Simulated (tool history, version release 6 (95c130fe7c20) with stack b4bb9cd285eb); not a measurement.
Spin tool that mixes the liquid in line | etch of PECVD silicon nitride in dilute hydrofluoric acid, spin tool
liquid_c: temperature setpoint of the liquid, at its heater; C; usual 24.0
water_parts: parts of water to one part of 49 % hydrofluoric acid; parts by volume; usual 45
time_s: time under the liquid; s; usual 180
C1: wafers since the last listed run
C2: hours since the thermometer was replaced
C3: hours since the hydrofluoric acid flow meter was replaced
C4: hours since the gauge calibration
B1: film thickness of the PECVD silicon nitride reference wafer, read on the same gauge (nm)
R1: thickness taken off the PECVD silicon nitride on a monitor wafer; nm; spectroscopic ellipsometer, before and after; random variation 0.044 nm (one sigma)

{"run": 1, "hour": 0.0, "liquid_c": 24.0, "water_parts": 45, "time_s": 180, "C1": 0, "C2": 839.7, "C3": 383.4, "C4": 15.9, "B1": 50.0, "R1": 7.51}
{"run": 2, "hour": 12.1, "liquid_c": 24.0, "water_parts": 45, "time_s": 180, "C1": 109, "C2": 851.8, "C3": 395.5, "C4": 28.0, "B1": 49.97, "R1": 7.56}
{"run": 3, "hour": 46.7, "liquid_c": 24.0, "water_parts": 45, "time_s": 180, "C1": 313, "C2": 886.4, "C3": 430.1, "C4": 62.6, "B1": 50.0, "R1": 7.55}
{"run": 4, "hour": 67.6, "liquid_c": 24.0, "water_parts": 45, "time_s": 240, "C1": 189, "C2": 907.3, "C3": 451.0, "C4": 83.5, "B1": 50.02, "R1": 10.03}
{"run": 5, "hour": 86.7, "liquid_c": 24.0, "water_parts": 45, "time_s": 240, "C1": 172, "C2": 926.4, "C3": 470.1, "C4": 102.6, "B1": 50.0, "R1": 9.97}
{"run": 6, "hour": 105.7, "liquid_c": 24.0, "water_parts": 45, "time_s": 240, "C1": 172, "C2": 945.4, "C3": 489.1, "C4": 121.6, "B1": 50.0, "R1": 10.01}
{"run": 7, "hour": 138.3, "liquid_c": 24.0, "water_parts": 45, "time_s": 180, "C1": 295, "C2": 978.0, "C3": 521.7, "C4": 154.2, "B1": 49.99, "R1": 7.57}
{"run": 8, "hour": 199.1, "liquid_c": 24.0, "water_parts": 45, "time_s": 180, "C1": 550, "C2": 1038.8, "C3": 582.5, "C4": 215.0, "B1": 50.0, "R1": 7.48}
{"run": 9, "hour": 217.7, "liquid_c": 24.0, "water_parts": 45, "time_s": 180, "C1": 168, "C2": 1057.4, "C3": 601.1, "C4": 233.6, "B1": 50.0, "R1": 7.49}
{"run": 10, "hour": 234.6, "liquid_c": 24.0, "water_parts": 45, "time_s": 180, "C1": 152, "C2": 1074.3, "C3": 618.0, "C4": 250.5, "B1": 49.98, "R1": 7.56}
{"run": 11, "hour": 262.0, "liquid_c": 24.0, "water_parts": 45, "time_s": 180, "C1": 248, "C2": 1101.7, "C3": 645.4, "C4": 277.9, "B1": 50.01, "R1": 7.46}
{"run": 12, "hour": 294.7, "liquid_c": 22.5, "water_parts": 45, "time_s": 180, "C1": 296, "C2": 1134.4, "C3": 678.1, "C4": 310.6, "B1": 49.98, "R1": 6.75}
{"run": 13, "hour": 311.9, "liquid_c": 24.0, "water_parts": 45, "time_s": 180, "C1": 155, "C2": 1151.6, "C3": 695.3, "C4": 327.8, "B1": 49.99, "R1": 7.43}
{"hour": 325.2, "done": "hydrofluoric acid flow meter replaced"}
{"run": 14, "hour": 331.7, "liquid_c": 24.0, "water_parts": 45, "time_s": 180, "C1": 170, "C2": 1171.4, "C3": 6.5, "C4": 347.6, "B1": 49.97, "R1": 7.59}
{"run": 15, "hour": 360.9, "liquid_c": 25.5, "water_parts": 65, "time_s": 180, "C1": 264, "C2": 1200.6, "C3": 35.7, "C4": 376.8, "B1": 49.97, "R1": 5.92}
{"hour": 376.1, "done": "thermometer replaced"}
{"run": 16, "hour": 384.1, "liquid_c": 24.0, "water_parts": 25, "time_s": 180, "C1": 200, "C2": 8.0, "C3": 58.9, "C4": 400.0, "B1": 50.02, "R1": 13.64}
{"hour": 399.7, "done": "gauge calibrated"}
{"run": 17, "hour": 402.7, "liquid_c": 24.0, "water_parts": 45, "time_s": 180, "C1": 168, "C2": 26.6, "C3": 77.5, "C4": 3.0, "B1": 50.01, "R1": 7.62}
{"run": 18, "hour": 427.5, "liquid_c": 29.0, "water_parts": 60, "time_s": 90, "C1": 224, "C2": 51.4, "C3": 102.3, "C4": 27.8, "B1": 49.99, "R1": 4.01}
{"run": 19, "hour": 443.8, "liquid_c": 27.5, "water_parts": 45, "time_s": 235, "C1": 147, "C2": 67.7, "C3": 118.6, "C4": 44.1, "B1": 50.01, "R1": 12.58}
{"run": 20, "hour": 478.3, "liquid_c": 24.0, "water_parts": 45, "time_s": 180, "C1": 312, "C2": 102.2, "C3": 153.1, "C4": 78.6, "B1": 50.01, "R1": 7.67}
{"run": 21, "hour": 510.9, "liquid_c": 20.5, "water_parts": 25, "time_s": 270, "C1": 295, "C2": 134.8, "C3": 185.7, "C4": 111.2, "B1": 49.98, "R1": 15.93}
{"run": 22, "hour": 531.3, "liquid_c": 19.5, "water_parts": 60, "time_s": 270, "C1": 184, "C2": 155.2, "C3": 206.1, "C4": 131.6, "B1": 49.99, "R1": 6.36}
{"run": 23, "hour": 584.7, "liquid_c": 24.0, "water_parts": 35, "time_s": 180, "C1": 483, "C2": 208.6, "C3": 259.5, "C4": 185.0, "B1": 49.99, "R1": 9.77}

4 ways to go on from here, each from the tool as it stands after run 23. What would each give?
{"run": "A", "hour": 585.2, "liquid_c": 25.5, "water_parts": 45, "time_s": 180, "C1": 4, "C2": 209.1, "C3": 260.0, "C4": 185.5, "B1": "?", "R1": "?"}
{"run": "B", "hour": 585.2, "liquid_c": 19.0, "water_parts": 25, "time_s": 80, "C1": 4, "C2": 209.1, "C3": 260.0, "C4": 185.5, "B1": "?", "R1": "?"}
{"run": "C", "hour": 585.2, "liquid_c": 19.5, "water_parts": 30, "time_s": 140, "C1": 4, "C2": 209.1, "C3": 260.0, "C4": 185.5, "B1": "?", "R1": "?"}
{"run": "D", "hour": 585.2, "liquid_c": 24.0, "water_parts": 45, "time_s": 210, "C1": 4, "C2": 209.1, "C3": 260.0, "C4": 185.5, "B1": "?", "R1": "?"}

run=A B1=50.02 R1=8.41
run=B B1=50.02 R1=4.22
run=C B1=50.02 R1=6.42
run=D B1=50.02 R1=8.87
Without the tool's hidden state the same runs would have given:
run=A R1=8.51
run=B R1=4.27
run=C R1=6.50
run=D R1=8.98
